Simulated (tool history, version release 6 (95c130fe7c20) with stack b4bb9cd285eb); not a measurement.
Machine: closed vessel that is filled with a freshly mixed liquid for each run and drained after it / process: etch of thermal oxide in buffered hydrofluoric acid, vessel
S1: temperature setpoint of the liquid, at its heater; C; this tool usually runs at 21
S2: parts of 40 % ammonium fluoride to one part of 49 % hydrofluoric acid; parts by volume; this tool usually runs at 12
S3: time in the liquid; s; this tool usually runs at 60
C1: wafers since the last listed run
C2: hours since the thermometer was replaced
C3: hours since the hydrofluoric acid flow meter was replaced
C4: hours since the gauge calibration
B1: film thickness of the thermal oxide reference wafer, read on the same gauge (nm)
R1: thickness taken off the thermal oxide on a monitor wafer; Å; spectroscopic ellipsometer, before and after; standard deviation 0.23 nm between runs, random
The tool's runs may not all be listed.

run 1 day=0 | S1=21 S2=14 S3=60 | C1=0 C2=2364.4 C3=91.6 C4=360 | B1=89.99 | R1=417.8
run 2 day=0.658 | S1=21 S2=12 S3=60 | C1=1716 C2=2380.2 C3=107.4 C4=375.8 | B1=90.01 | R1=485.1
run 3 day=1.529 | S1=21 S2=12 S3=60 | C1=2270 C2=2401.1 C3=128.3 C4=396.7 | B1=89.97 | R1=488.7
run 4 day=2.892 | S1=24.5 S2=12 S3=35 | C1=3553 C2=2433.8 C3=161 C4=429.4 | B1=90 | R1=342.8
run 5 day=4.071 | S1=24.5 S2=12 S3=35 | C1=3074 C2=2462.1 C3=189.3 C4=457.7 | B1=89.98 | R1=343.2
run 6 day=5 | S1=24.5 S2=12 S3=35 | C1=2423 C2=2484.4 C3=211.6 C4=480 | B1=90.01 | R1=340.8
run 7 day=6.238 | S1=21 S2=12 S3=60 | C1=3227 C2=2514.1 C3=241.3 C4=509.7 | B1=89.97 | R1=481.6
run 8 day=7.279 | S1=21 S2=12 S3=60 | C1=2716 C2=2539.1 C3=266.3 C4=534.7 | B1=90.02 | R1=478.1
run 9 day=8.225 | S1=21 S2=12 S3=60 | C1=2466 C2=2561.8 C3=289 C4=557.4 | B1=90 | R1=480.9
-- day=9.079 gauge calibrated
run 10 day=9.696 | S1=21 S2=12 S3=60 | C1=3835 C2=2597.1 C3=324.3 C4=14.8 | B1=89.99 | R1=477.5
-- day=10.988 thermometer replaced
run 11 day=11.017 | S1=21 S2=12 S3=60 | C1=3335 C2=0.7 C3=356 C4=46.5 | B1=89.99 | R1=523.9
run 12 day=12.292 | S1=21 S2=12 S3=60 | C1=3324 C2=31.3 C3=386.6 C4=77.1 | B1=90.01 | R1=520.2
run 13 day=13.029 | S1=21 S2=12 S3=60 | C1=1923 C2=49 C3=404.3 C4=94.8 | B1=89.99 | R1=520.2
run 14 day=13.896 | S1=21 S2=8.5 S3=60 | C1=2260 C2=69.8 C3=425.1 C4=115.6 | B1=90 | R1=704.1
run 15 day=14.683 | S1=21 S2=12 S3=60 | C1=2053 C2=88.7 C3=444 C4=134.5 | B1=89.99 | R1=515.8
-- day=15.308 hydrofluoric acid flow meter replaced
run 16 day=16.021 | S1=21 S2=15 S3=30 | C1=3379 C2=120.8 C3=17.1 C4=166.6 | B1=90.01 | R1=213.8
run 17 day=18.796 | S1=21 S2=10 S3=45 | C1=7236 C2=187.4 C3=83.7 C4=233.2 | B1=90.01 | R1=474.2
run 18 day=19.671 | S1=21 S2=12 S3=60 | C1=2281 C2=208.4 C3=104.7 C4=254.2 | B1=90 | R1=522.5
run 19 day=20.212 | S1=19 S2=12 S3=60 | C1=1412 C2=221.4 C3=117.7 C4=267.2 | B1=90.04 | R1=468
run 20 day=21.15 | S1=24 S2=14.5 S3=60 | C1=2444 C2=243.9 C3=140.2 C4=289.7 | B1=90.03 | R1=514.2
run 21 day=21.929 | S1=21 S2=12 S3=60 | C1=2031 C2=262.6 C3=158.9 C4=308.4 | B1=90.01 | R1=516.2
run 22 day=23.183 | S1=19 S2=8.5 S3=60 | C1=3270 C2=292.7 C3=189 C4=338.5 | B1=89.99 | R1=631.9

What does the tool deliver on the next run?
run 23 day=24.2 | S1=18 S2=12 S3=90 | C1=2651 C2=317.1 C3=213.4 C4=362.9 | B1=? | R1=?

B1: 90
R1: 661.2 Å
The same run, on a tool lacking any hidden state, would have yielded R1 675.9 Å.
